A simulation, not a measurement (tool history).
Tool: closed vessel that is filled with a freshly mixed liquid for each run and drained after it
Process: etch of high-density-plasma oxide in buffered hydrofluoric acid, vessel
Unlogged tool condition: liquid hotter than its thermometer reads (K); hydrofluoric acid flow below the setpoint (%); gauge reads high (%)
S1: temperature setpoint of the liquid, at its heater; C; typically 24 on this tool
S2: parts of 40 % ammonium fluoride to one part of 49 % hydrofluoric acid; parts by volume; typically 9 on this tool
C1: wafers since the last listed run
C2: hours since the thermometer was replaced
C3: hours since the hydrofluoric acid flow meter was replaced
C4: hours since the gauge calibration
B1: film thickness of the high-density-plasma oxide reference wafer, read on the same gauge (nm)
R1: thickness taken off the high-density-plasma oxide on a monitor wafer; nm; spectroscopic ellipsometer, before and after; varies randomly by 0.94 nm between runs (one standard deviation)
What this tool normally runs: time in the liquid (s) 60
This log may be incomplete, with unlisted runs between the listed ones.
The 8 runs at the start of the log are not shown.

run 9 hour=211.6 | S1=25.5 S2=9 time_in_the_liquid_(s)=60 | C1=2841 C2=2626.3 C3=1433.9 C4=396.8 | B1=149.97 | R1=180.99
run 10 hour=233.2 | S1=25.5 S2=9 time_in_the_liquid_(s)=60 | C1=2176 C2=2647.9 C3=1455.5 C4=418.4 | B1=150.01 | R1=179.23
run 11 hour=259.5 | S1=20 S2=9 time_in_the_liquid_(s)=60 | C1=2650 C2=2674.2 C3=1481.8 C4=444.7 | B1=150.03 | R1=133.96
-- hour=282 gauge calibrated
run 12 hour=282.4 | S1=20 S2=9 time_in_the_liquid_(s)=60 | C1=2307 C2=2697.1 C3=1504.7 C4=0.4 | B1=150.02 | R1=133.31
run 13 hour=300.2 | S1=20 S2=9 time_in_the_liquid_(s)=60 | C1=1793 C2=2714.9 C3=1522.5 C4=18.2 | B1=150.01 | R1=133.2
run 14 hour=321.4 | S1=24 S2=9 time_in_the_liquid_(s)=60 | C1=2136 C2=2736.1 C3=1543.7 C4=39.4 | B1=149.97 | R1=166.54
run 15 hour=334.9 | S1=20 S2=9 time_in_the_liquid_(s)=50 | C1=1360 C2=2749.6 C3=1557.2 C4=52.9 | B1=150.02 | R1=110.39
run 16 hour=355.7 | S1=24 S2=9 time_in_the_liquid_(s)=50 | C1=2096 C2=2770.4 C3=1578 C4=73.7 | B1=149.96 | R1=137.86
run 17 hour=382.2 | S1=24 S2=11 time_in_the_liquid_(s)=60 | C1=2670 C2=2796.9 C3=1604.5 C4=100.2 | B1=150.01 | R1=141.79
run 18 hour=417.8 | S1=24 S2=6.5 time_in_the_liquid_(s)=60 | C1=3587 C2=2832.5 C3=1640.1 C4=135.8 | B1=150.03 | R1=234.21
run 19 hour=442.2 | S1=28.5 S2=9 time_in_the_liquid_(s)=60 | C1=2458 C2=2856.9 C3=1664.5 C4=160.2 | B1=150.01 | R1=211.67
-- hour=465 hydrofluoric acid flow meter replaced
-- hour=472.7 thermometer replaced
run 20 hour=473.2 | S1=24 S2=9 time_in_the_liquid_(s)=60 | C1=2922 C2=0.5 C3=8.2 C4=191.2 | B1=149.95 | R1=164.72
run 21 hour=494.4 | S1=27.5 S2=6 time_in_the_liquid_(s)=40 | C1=2136 C2=21.7 C3=29.4 C4=212.4 | B1=150.01 | R1=200.4
run 22 hour=517.5 | S1=24 S2=8 time_in_the_liquid_(s)=60 | C1=2327 C2=44.8 C3=52.5 C4=235.5 | B1=150.04 | R1=188.57
run 23 hour=546.1 | S1=20.5 S2=11.5 time_in_the_liquid_(s)=40 | C1=2882 C2=73.4 C3=81.1 C4=264.1 | B1=150.02 | R1=74.57
run 24 hour=561 | S1=22 S2=9 time_in_the_liquid_(s)=50 | C1=1501 C2=88.3 C3=96 C4=279 | B1=150.01 | R1=124.07
run 25 hour=586.6 | S1=28.5 S2=9 time_in_the_liquid_(s)=60 | C1=2579 C2=113.9 C3=121.6 C4=304.6 | B1=149.99 | R1=211.92
run 26 hour=619.4 | S1=24 S2=9 time_in_the_liquid_(s)=70 | C1=3305 C2=146.7 C3=154.4 C4=337.4 | B1=149.98 | R1=192.51
run 27 hour=654.4 | S1=19 S2=7.5 time_in_the_liquid_(s)=95 | C1=3527 C2=181.7 C3=189.4 C4=372.4 | B1=150 | R1=240.62
run 28 hour=679.5 | S1=20.5 S2=7 time_in_the_liquid_(s)=80 | C1=2529 C2=206.8 C3=214.5 C4=397.5 | B1=150 | R1=242.41
run 29 hour=708.7 | S1=24 S2=9 time_in_the_liquid_(s)=60 | C1=2942 C2=236 C3=243.7 C4=426.7 | B1=150 | R1=166.76
run 30 hour=725.5 | S1=24 S2=9 time_in_the_liquid_(s)=60 | C1=1693 C2=252.8 C3=260.5 C4=443.5 | B1=149.97 | R1=166.75
run 31 hour=742.5 | S1=24 S2=9 time_in_the_liquid_(s)=80 | C1=1713 C2=269.8 C3=277.5 C4=460.5 | B1=149.99 | R1=221.77

Below are 5 alternative next runs, each starting from the tool's condition after run 31. Predict each:
run A hour=743.2 | S1=24 S2=9 time_in_the_liquid_(s)=60 | C1=70 C2=270.5 C3=278.2 C4=461.2 | B1=? | R1=?
run B hour=743.2 | S1=21.5 S2=10.5 time_in_the_liquid_(s)=60 | C1=70 C2=270.5 C3=278.2 C4=461.2 | B1=? | R1=?
run C hour=743.2 | S1=25.5 S2=9 time_in_the_liquid_(s)=85 | C1=70 C2=270.5 C3=278.2 C4=461.2 | B1=? | R1=?
run D hour=743.2 | S1=24 S2=5.5 time_in_the_liquid_(s)=35 | C1=70 C2=270.5 C3=278.2 C4=461.2 | B1=? | R1=?
run E hour=743.2 | S1=20.5 S2=9 time_in_the_liquid_(s)=30 | C1=70 C2=270.5 C3=278.2 C4=461.2 | B1=? | R1=?

run=A B1=149.98 R1=165.41
run=B B1=149.98 R1=128.67
run=C B1=149.98 R1=254.19
run=D B1=149.98 R1=155.82
run=E B1=149.98 R1=68.19
With the hidden condition removed and each run's random variation left untouched, the same runs would have given:
run=A R1=165.41
run=B R1=128.67
run=C R1=254.19
run=D R1=155.82
run=E R1=68.19
